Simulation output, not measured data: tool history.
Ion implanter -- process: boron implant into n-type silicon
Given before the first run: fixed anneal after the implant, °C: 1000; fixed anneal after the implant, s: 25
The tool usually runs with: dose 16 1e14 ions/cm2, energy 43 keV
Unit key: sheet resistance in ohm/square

run	hour	dose	energy	read-back reference wafer on the same gauge, sheet resistance	sheet resistance
1	0	16	43	89.85	81.42
2	92.6	16	43	89.96	81.11
3	154.4	16	43	90.01	81.01
4	200.1	16	43	90.08	80.31
5	249.7	16	49.5	89.86	79.41
6	339.1	16	49.5	90	80.1
7	439.8	16	49.5	90.15	79.41
8	607.5	16	43	89.98	79.36
# hour 643.1: Faraday cup replaced and dose calibrated
9	676.8	16	43	90.06	81.9
10	735	16	43	90.05	82.43
# hour 771.5: gauge calibrated
11	819.1	13.32	30.5	89.98	97.16
12	912.1	16	43	89.99	82.16
13	1004.9	16	43	89.95	82.46
14	1051.8	16	51	90.03	81.16
# hour 1129: extraction supply calibrated
15	1144	16	49.5	89.99	81.4
16	1219	17.39	48.5	90.02	75.98
17	1316.1	18.74	43	89.9	72.55
18	1354.8	19.93	43	90.02	69.27
19	1446.3	14.15	43	89.94	89.91
20	1521.5	12.98	43	90.02	96.69

The same runs without the tool's hidden state, with the same run-to-run variation:
Hidden conditions of the tool in this case: deviation of the true dose from the Faraday cup's reading, %; deviation of the true energy from its setpoint, %; gauge reads high (%).
run	sheet resistance
1	82.44
2	82.33
3	82.37
4	81.77
5	81.01
6	81.93
7	81.51
8	81.9
9	81.66
10	82.2
11	96.92
12	81.99
13	82.34
14	81.07
15	81.37
16	76.03
17	72.68
18	69.43
19	90.26
20	97.2

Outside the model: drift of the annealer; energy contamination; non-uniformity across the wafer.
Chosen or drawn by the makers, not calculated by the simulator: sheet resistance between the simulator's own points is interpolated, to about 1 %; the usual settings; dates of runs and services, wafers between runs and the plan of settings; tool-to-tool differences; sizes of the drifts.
